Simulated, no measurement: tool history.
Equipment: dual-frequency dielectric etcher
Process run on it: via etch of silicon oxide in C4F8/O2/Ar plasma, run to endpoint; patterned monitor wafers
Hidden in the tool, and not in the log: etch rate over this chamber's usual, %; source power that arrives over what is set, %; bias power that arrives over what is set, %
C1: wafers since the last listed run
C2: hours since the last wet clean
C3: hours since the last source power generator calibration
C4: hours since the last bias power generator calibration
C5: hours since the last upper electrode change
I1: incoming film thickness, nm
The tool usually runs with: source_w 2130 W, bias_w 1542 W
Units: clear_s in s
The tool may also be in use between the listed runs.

run 1 hour=0 | source_w=2130 bias_w=1542 | C1=0 C2=155.8 C3=1786.4 C4=2204.2 C5=2375.4 | I1=1290.8 | clear_s=289.7
run 2 hour=6.6 | source_w=1830 bias_w=1542 | C1=24 C2=162.4 C3=1793 C4=2210.8 C5=2382 | I1=1293 | clear_s=307.4
run 3 hour=24.2 | source_w=1830 bias_w=1542 | C1=65 C2=180 C3=1810.6 C4=2228.4 C5=2399.6 | I1=1303.6 | clear_s=310.9
run 4 hour=33.4 | source_w=2130 bias_w=1542 | C1=34 C2=189.2 C3=1819.8 C4=2237.6 C5=2408.8 | I1=1290.4 | clear_s=291.9
run 5 hour=83 | source_w=2130 bias_w=1542 | C1=185 C2=238.8 C3=1869.4 C4=2287.2 C5=2458.4 | I1=1280.8 | clear_s=290.5
run 6 hour=92.4 | source_w=2130 bias_w=1542 | C1=35 C2=248.2 C3=1878.8 C4=2296.6 C5=2467.8 | I1=1296.7 | clear_s=293.3
run 7 hour=98.9 | source_w=2130 bias_w=1542 | C1=24 C2=254.7 C3=1885.3 C4=2303.1 C5=2474.3 | I1=1305.4 | clear_s=299.7
run 8 hour=108.9 | source_w=2130 bias_w=1253 | C1=37 C2=264.7 C3=1895.3 C4=2313.1 C5=2484.3 | I1=1299.6 | clear_s=316.6
run 9 hour=120.8 | source_w=2130 bias_w=1446 | C1=44 C2=276.6 C3=1907.2 C4=2325 C5=2496.2 | I1=1284.8 | clear_s=299.8
-- hour=144.9 bias power generator calibrated
-- hour=146 upper electrode replaced
run 10 hour=146.5 | source_w=2130 bias_w=1446 | C1=77 C2=302.3 C3=1932.9 C4=1.6 C5=0.5 | I1=1286.1 | clear_s=303.1
run 11 hour=149.9 | source_w=2130 bias_w=1446 | C1=12 C2=305.7 C3=1936.3 C4=5 C5=3.9 | I1=1291.9 | clear_s=304.6
run 12 hour=167.7 | source_w=2130 bias_w=1542 | C1=66 C2=323.5 C3=1954.1 C4=22.8 C5=21.7 | I1=1294.7 | clear_s=298.2
run 13 hour=180 | source_w=2130 bias_w=1542 | C1=46 C2=335.8 C3=1966.4 C4=35.1 C5=34 | I1=1278.7 | clear_s=298.3
-- hour=191.7 source power generator calibrated
run 14 hour=195 | source_w=2130 bias_w=1542 | C1=41 C2=350.8 C3=3.3 C4=50.1 C5=49 | I1=1307.4 | clear_s=300.7
run 15 hour=203.9 | source_w=2350 bias_w=1542 | C1=33 C2=359.7 C3=12.2 C4=59 C5=57.9 | I1=1302.9 | clear_s=290.6
run 16 hour=217.2 | source_w=2130 bias_w=1542 | C1=49 C2=373 C3=25.5 C4=72.3 C5=71.2 | I1=1293.8 | clear_s=299.3
run 17 hour=226.1 | source_w=2450 bias_w=1843 | C1=33 C2=381.9 C3=34.4 C4=81.2 C5=80.1 | I1=1297.3 | clear_s=271.7
-- hour=259.2 wet clean of the chamber
run 18 hour=259.7 | source_w=2450 bias_w=1435 | C1=35 C2=0.5 C3=68 C4=114.8 C5=113.7 | I1=1300.1 | clear_s=275.7
run 19 hour=260 | source_w=2130 bias_w=1542 | C1=1 C2=0.8 C3=68.3 C4=115.1 C5=114 | I1=1297.1 | clear_s=278.5
run 20 hour=272.6 | source_w=2360 bias_w=1421 | C1=47 C2=13.4 C3=80.9 C4=127.7 C5=126.6 | I1=1298.5 | clear_s=282
run 21 hour=280.3 | source_w=2130 bias_w=1542 | C1=28 C2=21.1 C3=88.6 C4=135.4 C5=134.3 | I1=1287.4 | clear_s=278.6
run 22 hour=288 | source_w=2130 bias_w=1542 | C1=28 C2=28.8 C3=96.3 C4=143.1 C5=142 | I1=1291.3 | clear_s=282.6
run 23 hour=296.4 | source_w=2130 bias_w=1752 | C1=31 C2=37.2 C3=104.7 C4=151.5 C5=150.4 | I1=1294.9 | clear_s=273.6
run 24 hour=303 | source_w=2580 bias_w=1834 | C1=24 C2=43.8 C3=111.3 C4=158.1 C5=157 | I1=1293.2 | clear_s=253.3

Run 25 comes next. What will it give?
run 25 hour=341.2 | source_w=2130 bias_w=1867 | C1=142 C2=82 C3=149.5 C4=196.3 C5=195.2 | I1=1291 | clear_s=?

clear_s: 268.2 s
Without the tool's hidden state the same run would have given clear_s 265.3 s.
